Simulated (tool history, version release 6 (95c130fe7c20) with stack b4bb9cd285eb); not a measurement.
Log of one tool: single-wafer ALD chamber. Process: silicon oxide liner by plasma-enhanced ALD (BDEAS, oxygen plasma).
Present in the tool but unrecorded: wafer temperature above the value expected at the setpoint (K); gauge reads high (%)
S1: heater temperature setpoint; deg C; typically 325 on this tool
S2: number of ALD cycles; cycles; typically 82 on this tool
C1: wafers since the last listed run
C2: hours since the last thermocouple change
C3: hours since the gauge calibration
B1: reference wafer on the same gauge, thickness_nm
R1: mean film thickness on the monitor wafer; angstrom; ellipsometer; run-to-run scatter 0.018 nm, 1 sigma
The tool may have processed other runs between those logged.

run	day	S1	S2	C1	C2	C3	B1	R1
1	0.000	325	82	0	1467.5	100.4	6.420	71.96
2	2.475	325	82	237	1526.9	159.8	6.436	72.12
3	4.850	325	82	227	1583.9	216.8	6.457	72.38
4	6.600	325	82	167	1625.9	258.8	6.458	72.45
5	8.638	325	82	195	1674.8	307.7	6.476	72.79
6	11.383	325	82	263	1740.7	373.6	6.488	72.97
# day 12.933: thermocouple changed; heater temperature recalibrated
7	13.896	325	82	208	23.1	433.9	6.505	72.87
8	15.483	334	82	152	61.2	472.0	6.510	72.07
9	18.479	325	96	287	133.1	543.9	6.537	85.80
10	19.908	325	82	137	167.4	578.2	6.542	73.40
# day 21.208: gauge calibrated
11	21.471	331	69	149	204.9	6.3	6.380	59.71
12	24.367	336	82	277	274.4	75.8	6.396	70.51
13	27.021	325	82	254	338.1	139.5	6.417	72.08
14	29.679	320	87	254	401.9	203.3	6.430	77.58

For some of the steps in R1 from one run to the next: how much would appear even if the tool had no hidden state, given the settings, what came in and random variation, and how much remains for the hidden state plus any gauge scatter that the measured result and the result without hidden state don't share?
Run 8 -> 9: S1 334 -> 325, S2 82 -> 96. R1 +13.73 angstrom: hidden state +0.50, all else +13.23.
Run 10 -> 11: S1 325 -> 331, S2 82 -> 69, gauge calibrated. R1 -13.69 angstrom: hidden state -1.81, all else -11.88.
